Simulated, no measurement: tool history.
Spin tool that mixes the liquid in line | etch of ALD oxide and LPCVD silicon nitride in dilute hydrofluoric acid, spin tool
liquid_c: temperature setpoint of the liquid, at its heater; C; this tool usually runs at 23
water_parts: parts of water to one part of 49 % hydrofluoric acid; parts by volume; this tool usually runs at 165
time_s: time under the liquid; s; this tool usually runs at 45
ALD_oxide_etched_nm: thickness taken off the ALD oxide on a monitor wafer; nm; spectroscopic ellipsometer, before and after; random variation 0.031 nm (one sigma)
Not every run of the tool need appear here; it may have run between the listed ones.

run,day,liquid_c,water_parts,time_s,wafers since the last listed run,hours since the thermometer was replaced,hours since the hydrofluoric acid flow meter was replaced,hours since the gauge calibration,"read-back film thickness of the ALD oxide reference wafer, read on the same gauge (nm)",ALD_oxide_etched_nm
1,0,23,165,45,0,1915.4,632.8,124.9,70,6.23
2,0.446,23,165,45,172,1926.1,643.5,135.6,69.97,6.24
3,1.062,23,165,45,238,1940.9,658.3,150.4,69.99,6.28
4,1.45,23,135,45,150,1950.2,667.6,159.7,70.01,7.91
5,2.05,23,135,45,232,1964.6,682,174.1,69.98,7.95
6,2.392,23,135,45,132,1972.8,690.2,182.3,70,7.98
7,3.083,23,165,45,267,1989.4,706.8,198.9,69.99,6.32
8,3.754,23,165,45,259,2005.5,722.9,215,69.99,6.3
9,4.042,23,165,45,111,2012.4,729.8,221.9,70,6.34
10,4.771,23,165,45,282,2029.9,747.3,239.4,70.01,6.35
# day 5.229: hydrofluoric acid flow meter replaced
11,5.45,23,165,60,246,2046.2,5.3,255.7,69.99,7.47
# day 5.475: gauge calibrated
12,6.038,23,165,60,227,2060.3,19.4,13.5,69.99,7.6
# day 6.3: thermometer replaced
13,6.704,25.5,165,45,241,9.7,35.4,29.5,70,6.2
14,7.446,21,130,25,287,27.5,53.2,47.3,70.01,3.88
15,8.038,23,210,45,229,41.7,67.4,61.5,70,4.24
16,8.396,24.5,195,20,138,50.3,76,70.1,70,2.19
17,8.75,23,165,45,137,58.8,84.5,78.6,70,5.74
18,9.042,26,90,30,112,65.8,91.5,85.6,70.01,8.59
19,9.617,20.5,165,35,222,79.6,105.3,99.4,69.99,4.08
20,10.142,23,165,45,203,92.2,117.9,112,70.01,5.79
21,10.454,23,165,45,120,99.7,125.4,119.5,69.99,5.81
22,10.712,27,125,55,100,105.9,131.6,125.7,69.98,11.38
23,11.075,23,185,30,140,114.6,140.3,134.4,70,3.36
24,11.638,23,100,45,217,128.1,153.8,147.9,70.01,10.3
25,11.971,23,165,65,129,136.1,161.8,155.9,69.98,8.35
26,12.596,23,165,45,241,151.1,176.8,170.9,70.01,5.82

Same runs, no hidden state in the tool, same run-to-run variation:
Unlogged tool condition in this case: liquid hotter than its thermometer reads (K); hydrofluoric acid flow above the setpoint (%); gauge reads high (%).
run,ALD_oxide_etched_nm
1,5.62
2,5.62
3,5.65
4,7.12
5,7.14
6,7.15
7,5.64
8,5.61
9,5.64
10,5.63
11,7.44
12,7.55
13,6.14
14,3.83
15,4.18
16,2.15
17,5.64
18,8.44
19,3.99
20,5.65
21,5.67
22,11.1
23,3.27
24,10.02
25,8.1
26,5.64
